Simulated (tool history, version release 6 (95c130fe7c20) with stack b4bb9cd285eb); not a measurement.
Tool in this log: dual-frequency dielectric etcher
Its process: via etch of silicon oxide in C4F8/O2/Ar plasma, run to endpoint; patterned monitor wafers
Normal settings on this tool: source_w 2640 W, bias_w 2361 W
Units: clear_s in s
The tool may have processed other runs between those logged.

| run | day | source_w | bias_w | wafers since the last listed run | hours since the last wet clean | hours since the last source power generator calibration | hours since the last bias power generator calibration | hours since the last upper electrode change | incoming incoming film thickness, nm | clear_s |
|---|---|---|---|---|---|---|---|---|---|---|
| 1 | 0 | 2640 | 2629 | 0 | 328.1 | 1894.3 | 3556.2 | 3655.2 | 1630.3 | 245.6 |
| 2 | 0.379 | 2640 | 2629 | 55 | 337.2 | 1903.4 | 3565.3 | 3664.3 | 1613.7 | 244.3 |
| 3 | 1.054 | 2640 | 2629 | 99 | 353.4 | 1919.6 | 3581.5 | 3680.5 | 1631.6 | 247.2 |
| 4 | 1.525 | 2640 | 2813 | 69 | 364.7 | 1930.9 | 3592.8 | 3691.8 | 1621.6 | 240.7 |
| 5 | 1.821 | 2640 | 2813 | 43 | 371.8 | 1938 | 3599.9 | 3698.9 | 1644.1 | 243.2 |
| 6 | 2.383 | 2640 | 2813 | 82 | 385.3 | 1951.5 | 3613.4 | 3712.4 | 1623 | 242.6 |
| 7 | 2.788 | 3040 | 2361 | 59 | 395 | 1961.2 | 3623.1 | 3722.1 | 1634.5 | 240.2 |
| 8 | 3.312 | 2640 | 2827 | 77 | 407.6 | 1973.8 | 3635.7 | 3734.7 | 1627.6 | 240.6 |
| 9 | 4.025 | 2640 | 2827 | 104 | 424.7 | 1990.9 | 3652.8 | 3751.8 | 1625.2 | 241.3 |
| 10 | 4.325 | 3210 | 2542 | 44 | 431.9 | 1998.1 | 3660 | 3759 | 1625.1 | 228.8 |
| 11 | 4.692 | 2980 | 2043 | 53 | 440.7 | 2006.9 | 3668.8 | 3767.8 | 1615.2 | 249.8 |
|  | 6.025 | wet clean of the chamber |
|  | 6.183 | upper electrode replaced |
|  | 6.346 | source power generator calibrated |
| 12 | 6.367 | 2000 | 2643 | 51 | 8.2 | 0.5 | 3709 | 4.4 | 1616.9 | 291 |
| 13 | 6.383 | 2280 | 2904 | 2 | 8.6 | 0.9 | 3709.4 | 4.8 | 1636.7 | 267.8 |
|  | 6.617 | bias power generator calibrated |
|  | 7.496 | wet clean of the chamber, repeated, since the last time left the tool worse |
| 14 | 7.517 | 2640 | 2361 | 12 | 0.5 | 28.1 | 21.6 | 32 | 1627.9 | 246.8 |
| 15 | 7.533 | 3050 | 2720 | 2 | 0.9 | 28.5 | 22 | 32.4 | 1632.3 | 223.4 |
| 16 | 7.55 | 2640 | 2361 | 2 | 1.3 | 28.9 | 22.4 | 32.8 | 1626.6 | 245.9 |
| 17 | 7.971 | 3050 | 1881 | 61 | 11.4 | 39 | 32.5 | 42.9 | 1634 | 246.5 |
| 18 | 8.571 | 3140 | 2361 | 88 | 25.8 | 53.4 | 46.9 | 57.3 | 1626.1 | 227.5 |
| 19 | 8.975 | 3140 | 2361 | 59 | 35.5 | 63.1 | 56.6 | 67 | 1652.5 | 230.2 |

Measured result minus the same run's result without the hidden state. Both carry the same run-to-run variation, though not necessarily the same gauge scatter:
Unlogged tool condition in this case: etch rate over this chamber's usual, %; source power that arrives over what is set, %; bias power that arrives over what is set, %.
| run | clear_s |
|---|---|
| 1 | +6.3 |
| 2 | +6.5 |
| 3 | +6.9 |
| 4 | +6.9 |
| 5 | +7.1 |
| 6 | +7.3 |
| 7 | +7.5 |
| 8 | +7.7 |
| 9 | +8 |
| 10 | +7.7 |
| 11 | +8.6 |
| 12 | +19.5 |
| 13 | +17.9 |
| 14 | +0 |
| 15 | +0.1 |
| 16 | +0 |
| 17 | +0.3 |
| 18 | +0.5 |
| 19 | +0.7 |

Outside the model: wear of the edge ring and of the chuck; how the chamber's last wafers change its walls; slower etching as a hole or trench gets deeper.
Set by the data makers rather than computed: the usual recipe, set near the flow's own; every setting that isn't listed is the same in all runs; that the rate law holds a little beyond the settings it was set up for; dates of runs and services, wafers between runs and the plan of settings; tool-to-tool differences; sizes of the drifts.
